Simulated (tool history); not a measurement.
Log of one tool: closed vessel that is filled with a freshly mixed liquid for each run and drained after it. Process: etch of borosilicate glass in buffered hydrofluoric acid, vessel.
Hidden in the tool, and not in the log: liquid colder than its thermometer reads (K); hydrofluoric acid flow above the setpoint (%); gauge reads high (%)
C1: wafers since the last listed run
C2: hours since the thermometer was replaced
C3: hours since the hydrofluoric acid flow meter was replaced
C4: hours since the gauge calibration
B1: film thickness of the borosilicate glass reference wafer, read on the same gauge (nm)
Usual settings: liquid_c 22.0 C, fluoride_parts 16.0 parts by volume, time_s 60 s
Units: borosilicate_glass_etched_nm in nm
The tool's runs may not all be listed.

run 1 hour=0.0 | liquid_c=19.0 fluoride_parts=16.0 time_s=60 | C1=0 C2=316.4 C3=1150.6 C4=720.7 | B1=30.06 | borosilicate_glass_etched_nm=41.26
run 2 hour=21.4 | liquid_c=25.0 fluoride_parts=16.0 time_s=60 | C1=1733 C2=337.8 C3=1172.0 C4=742.1 | B1=29.97 | borosilicate_glass_etched_nm=57.20
run 3 hour=54.9 | liquid_c=22.0 fluoride_parts=14.5 time_s=60 | C1=2713 C2=371.3 C3=1205.5 C4=775.6 | B1=30.02 | borosilicate_glass_etched_nm=53.70
run 4 hour=71.5 | liquid_c=22.0 fluoride_parts=16.0 time_s=60 | C1=1344 C2=387.9 C3=1222.1 C4=792.2 | B1=30.02 | borosilicate_glass_etched_nm=48.64
-- hour=118.1 hydrofluoric acid flow meter replaced
run 5 hour=120.2 | liquid_c=22.0 fluoride_parts=16.0 time_s=60 | C1=3863 C2=436.6 C3=2.1 C4=840.9 | B1=30.00 | borosilicate_glass_etched_nm=47.09
run 6 hour=156.0 | liquid_c=22.0 fluoride_parts=16.0 time_s=60 | C1=2899 C2=472.4 C3=37.9 C4=876.7 | B1=30.00 | borosilicate_glass_etched_nm=47.26
run 7 hour=191.7 | liquid_c=22.0 fluoride_parts=16.0 time_s=60 | C1=2891 C2=508.1 C3=73.6 C4=912.4 | B1=29.97 | borosilicate_glass_etched_nm=47.29
run 8 hour=220.4 | liquid_c=22.0 fluoride_parts=16.0 time_s=80 | C1=2324 C2=536.8 C3=102.3 C4=941.1 | B1=30.00 | borosilicate_glass_etched_nm=63.09
run 9 hour=253.7 | liquid_c=22.0 fluoride_parts=16.0 time_s=80 | C1=2697 C2=570.1 C3=135.6 C4=974.4 | B1=29.99 | borosilicate_glass_etched_nm=63.03
-- hour=351.5 thermometer replaced
run 10 hour=352.0 | liquid_c=22.0 fluoride_parts=16.0 time_s=60 | C1=7880 C2=0.5 C3=233.9 C4=1072.7 | B1=29.98 | borosilicate_glass_etched_nm=47.33
run 11 hour=364.2 | liquid_c=18.5 fluoride_parts=16.0 time_s=85 | C1=988 C2=12.7 C3=246.1 C4=1084.9 | B1=30.03 | borosilicate_glass_etched_nm=55.42
run 12 hour=394.2 | liquid_c=20.0 fluoride_parts=21.0 time_s=95 | C1=2429 C2=42.7 C3=276.1 C4=1114.9 | B1=29.97 | borosilicate_glass_etched_nm=51.81
run 13 hour=406.4 | liquid_c=22.0 fluoride_parts=16.0 time_s=75 | C1=988 C2=54.9 C3=288.3 C4=1127.1 | B1=29.97 | borosilicate_glass_etched_nm=59.25
run 14 hour=436.3 | liquid_c=22.0 fluoride_parts=16.0 time_s=60 | C1=2421 C2=84.8 C3=318.2 C4=1157.0 | B1=29.98 | borosilicate_glass_etched_nm=47.24
run 15 hour=470.4 | liquid_c=26.5 fluoride_parts=10.5 time_s=60 | C1=2761 C2=118.9 C3=352.3 C4=1191.1 | B1=30.02 | borosilicate_glass_etched_nm=91.37
run 16 hour=497.7 | liquid_c=22.0 fluoride_parts=22.0 time_s=70 | C1=2211 C2=146.2 C3=379.6 C4=1218.4 | B1=30.01 | borosilicate_glass_etched_nm=41.41
run 17 hour=528.3 | liquid_c=24.5 fluoride_parts=13.5 time_s=75 | C1=2478 C2=176.8 C3=410.2 C4=1249.0 | B1=30.01 | borosilicate_glass_etched_nm=80.77
run 18 hour=564.2 | liquid_c=22.0 fluoride_parts=16.0 time_s=60 | C1=2907 C2=212.7 C3=446.1 C4=1284.9 | B1=29.99 | borosilicate_glass_etched_nm=47.46
run 19 hour=584.1 | liquid_c=22.0 fluoride_parts=19.5 time_s=85 | C1=1611 C2=232.6 C3=466.0 C4=1304.8 | B1=29.98 | borosilicate_glass_etched_nm=55.92
run 20 hour=599.9 | liquid_c=22.0 fluoride_parts=16.0 time_s=60 | C1=1279 C2=248.4 C3=481.8 C4=1320.6 | B1=30.04 | borosilicate_glass_etched_nm=47.62
run 21 hour=632.0 | liquid_c=22.0 fluoride_parts=16.0 time_s=60 | C1=2599 C2=280.5 C3=513.9 C4=1352.7 | B1=30.01 | borosilicate_glass_etched_nm=48.03
run 22 hour=653.3 | liquid_c=22.0 fluoride_parts=16.0 time_s=60 | C1=1725 C2=301.8 C3=535.2 C4=1374.0 | B1=30.05 | borosilicate_glass_etched_nm=47.84
-- hour=669.2 gauge calibrated
run 23 hour=681.0 | liquid_c=27.0 fluoride_parts=19.0 time_s=75 | C1=2243 C2=329.5 C3=562.9 C4=11.8 | B1=29.97 | borosilicate_glass_etched_nm=65.93
run 24 hour=708.6 | liquid_c=18.0 fluoride_parts=9.5 time_s=35 | C1=2235 C2=357.1 C3=590.5 C4=39.4 | B1=30.01 | borosilicate_glass_etched_nm=36.60
run 25 hour=734.8 | liquid_c=19.0 fluoride_parts=13.0 time_s=35 | C1=2122 C2=383.3 C3=616.7 C4=65.6 | B1=30.00 | borosilicate_glass_etched_nm=29.09
run 26 hour=755.1 | liquid_c=19.5 fluoride_parts=11.0 time_s=90 | C1=1644 C2=403.6 C3=637.0 C4=85.9 | B1=30.04 | borosilicate_glass_etched_nm=90.57
run 27 hour=778.0 | liquid_c=24.0 fluoride_parts=14.5 time_s=30 | C1=1854 C2=426.5 C3=659.9 C4=108.8 | B1=30.00 | borosilicate_glass_etched_nm=29.32
run 28 hour=805.7 | liquid_c=27.0 fluoride_parts=16.0 time_s=60 | C1=2243 C2=454.2 C3=687.6 C4=136.5 | B1=30.01 | borosilicate_glass_etched_nm=62.94
run 29 hour=819.2 | liquid_c=26.5 fluoride_parts=16.0 time_s=75 | C1=1093 C2=467.7 C3=701.1 C4=150.0 | B1=30.01 | borosilicate_glass_etched_nm=76.34
run 30 hour=840.0 | liquid_c=20.0 fluoride_parts=16.0 time_s=90 | C1=1684 C2=488.5 C3=721.9 C4=170.8 | B1=29.97 | borosilicate_glass_etched_nm=64.47
run 31 hour=864.3 | liquid_c=22.0 fluoride_parts=16.0 time_s=45 | C1=1968 C2=512.8 C3=746.2 C4=195.1 | B1=29.99 | borosilicate_glass_etched_nm=35.87
run 32 hour=898.3 | liquid_c=22.0 fluoride_parts=16.0 time_s=60 | C1=2753 C2=546.8 C3=780.2 C4=229.1 | B1=30.01 | borosilicate_glass_etched_nm=48.30
run 33 hour=926.2 | liquid_c=27.0 fluoride_parts=16.0 time_s=90 | C1=2259 C2=574.7 C3=808.1 C4=257.0 | B1=30.00 | borosilicate_glass_etched_nm=94.72

4 ways to go on from here, each from the tool as it stands after run 33. What would each give?
run A hour=926.9 | liquid_c=22.0 fluoride_parts=16.0 time_s=30 | C1=56 C2=575.4 C3=808.8 C4=257.7 | B1=? | borosilicate_glass_etched_nm=?
run B hour=926.9 | liquid_c=22.0 fluoride_parts=22.0 time_s=35 | C1=56 C2=575.4 C3=808.8 C4=257.7 | B1=? | borosilicate_glass_etched_nm=?
run C hour=926.9 | liquid_c=18.5 fluoride_parts=16.0 time_s=60 | C1=56 C2=575.4 C3=808.8 C4=257.7 | B1=? | borosilicate_glass_etched_nm=?
run D hour=926.9 | liquid_c=22.0 fluoride_parts=22.0 time_s=80 | C1=56 C2=575.4 C3=808.8 C4=257.7 | B1=? | borosilicate_glass_etched_nm=?

run=A B1=30.02 borosilicate_glass_etched_nm=24.22
run=B B1=30.02 borosilicate_glass_etched_nm=21.06
run=C B1=30.02 borosilicate_glass_etched_nm=39.97
run=D B1=30.02 borosilicate_glass_etched_nm=48.14
Without the tool's hidden state the same runs would have given:
run=A borosilicate_glass_etched_nm=23.72
run=B borosilicate_glass_etched_nm=20.76
run=C borosilicate_glass_etched_nm=39.15
run=D borosilicate_glass_etched_nm=47.45

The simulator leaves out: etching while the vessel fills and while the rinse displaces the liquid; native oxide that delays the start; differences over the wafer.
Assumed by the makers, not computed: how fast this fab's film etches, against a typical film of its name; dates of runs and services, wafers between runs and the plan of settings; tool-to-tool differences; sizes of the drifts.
